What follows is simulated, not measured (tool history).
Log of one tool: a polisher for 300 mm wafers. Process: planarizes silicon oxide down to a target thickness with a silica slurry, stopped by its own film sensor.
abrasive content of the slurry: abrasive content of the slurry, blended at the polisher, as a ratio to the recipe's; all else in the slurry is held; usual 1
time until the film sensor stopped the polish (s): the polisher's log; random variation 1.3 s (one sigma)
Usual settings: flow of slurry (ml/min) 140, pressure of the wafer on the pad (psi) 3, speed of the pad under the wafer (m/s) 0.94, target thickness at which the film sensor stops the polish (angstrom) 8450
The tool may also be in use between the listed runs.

run,hour,flow of slurry (ml/min),pressure of the wafer on the pad (psi),speed of the pad under the wafer (m/s),abrasive content of the slurry,target thickness at which the film sensor stops the polish (angstrom),wafers since the last listed run,wafers polished on this pad,hours since the slurry nozzle was cleaned,hours since the head pressure was calibrated,hours since the slurry blender was calibrated,hours since the conditioning disc was replaced,"incoming thickness of the incoming film, nm",time until the film sensor stopped the polish (s)
1,0,165,2.5,0.94,1,8450,0,806,530.5,1452.2,286.4,53.1,1072.8,132.5
2,7.6,140,3,0.94,1,8450,66,873,538.1,1459.8,294,60.7,1073.6,125.2
3,17.3,140,3,0.94,1,8450,85,959,547.8,1469.5,303.7,70.4,1063.7,121.3
# hour 29: slurry nozzle cleaned
4,30,140,3,0.94,1,8450,103,1062,1,1482.2,316.4,83.1,1081.8,130.8
5,42.4,140,3,0.94,1,8450,109,1171,13.4,1494.6,328.8,95.5,1076.3,128.8
# hour 46.5: slurry blender recalibrated
# hour 50.3: worn pad replaced by a new one
# hour 83.5: head pressure recalibrated
6,87.4,125,3,0.94,1,8780,326,308,58.4,3.9,40.9,140.5,1077.1,111.2
7,96.7,140,3.4,0.94,0.75,8450,81,390,67.7,13.2,50.2,149.8,1074.5,159.6
8,109.8,140,3,1.18,1,7680,115,506,80.8,26.3,63.3,162.9,1071.2,144.3
9,117.2,140,3,1.1,1,8450,65,571,88.2,33.7,70.7,170.3,1082.7,121.8
10,127.8,170,3,0.84,1,8980,93,664,98.8,44.3,81.3,180.9,1096.2,118.7
11,137.7,105,3.8,0.94,0.7,8450,87,751,108.7,54.2,91.2,190.8,1072.6,181.3
# hour 180.1: worn pad replaced by a new one
12,182.8,165,3,0.76,0.85,8450,362,24,153.8,99.3,136.3,235.9,1092,172.7
13,189.1,95,2.7,0.94,1,8180,55,79,160.1,105.6,142.6,242.2,1080.8,164.5
14,201.2,140,3,0.94,1,8450,106,186,172.2,117.7,154.7,254.3,1079.2,127.6
15,210.7,140,3,0.94,1,8450,83,269,181.7,127.2,164.2,263.8,1098,142.6
16,222,140,3.8,0.94,1,7920,99,369,193,138.5,175.5,275.1,1105.4,158.7
# hour 233.6: conditioning disc replaced and pad reconditioned
17,239.3,140,3,0.94,1,8450,134,504,210.3,155.8,192.8,5.7,1073.8,119.2
18,246.1,140,3.6,0.94,1,8450,59,564,217.1,162.6,199.6,12.5,1088.8,114.1
19,258.5,140,3.3,0.94,1,8450,109,673,229.5,175,212,24.9,1092.8,123.6
20,275.1,140,3.5,1.16,1,8450,146,819,246.1,191.6,228.6,41.5,1095.7,107.9
21,290.4,140,3,1.18,1,8450,134,954,261.4,206.9,243.9,56.8,1082.2,109.6
# hour 298.1: worn pad replaced by a new one
22,308.2,140,2.2,1.22,1.1,8450,121,89,279.2,224.7,261.7,74.6,1062.2,102
23,325.5,140,4,0.94,0.75,8450,152,241,296.5,242,279,91.9,1070.9,130.3
24,341.1,140,3,0.94,1,8450,137,379,312.1,257.6,294.6,107.5,1058.7,118
25,352.5,140,3,0.94,1,8160,100,479,323.5,269,306,118.9,1079.1,143.4
26,365.3,140,3.9,0.94,1,8450,112,592,336.3,281.8,318.8,131.7,1072.5,109

Forecast each of these 4 alternatives for the next run:
A,365.8,140,3,0.94,1,8450,4,596,336.8,282.3,319.3,132.2,1061.4,?
B,365.8,140,3.7,0.94,1,9060,4,596,336.8,282.3,319.3,132.2,1061.4,?
C,365.8,140,3,1.08,1,8450,4,596,336.8,282.3,319.3,132.2,1061.4,?
D,365.8,140,3.5,0.94,1,8730,4,596,336.8,282.3,319.3,132.2,1061.4,?

run,time until the film sensor stopped the polish (s)
A,121.4
B,76.2
C,109.6
D,95.8
Without the tool's hidden state the same runs would have given:
run,time until the film sensor stopped the polish (s)
A,98.7
B,61.4
C,88.4
D,77.4

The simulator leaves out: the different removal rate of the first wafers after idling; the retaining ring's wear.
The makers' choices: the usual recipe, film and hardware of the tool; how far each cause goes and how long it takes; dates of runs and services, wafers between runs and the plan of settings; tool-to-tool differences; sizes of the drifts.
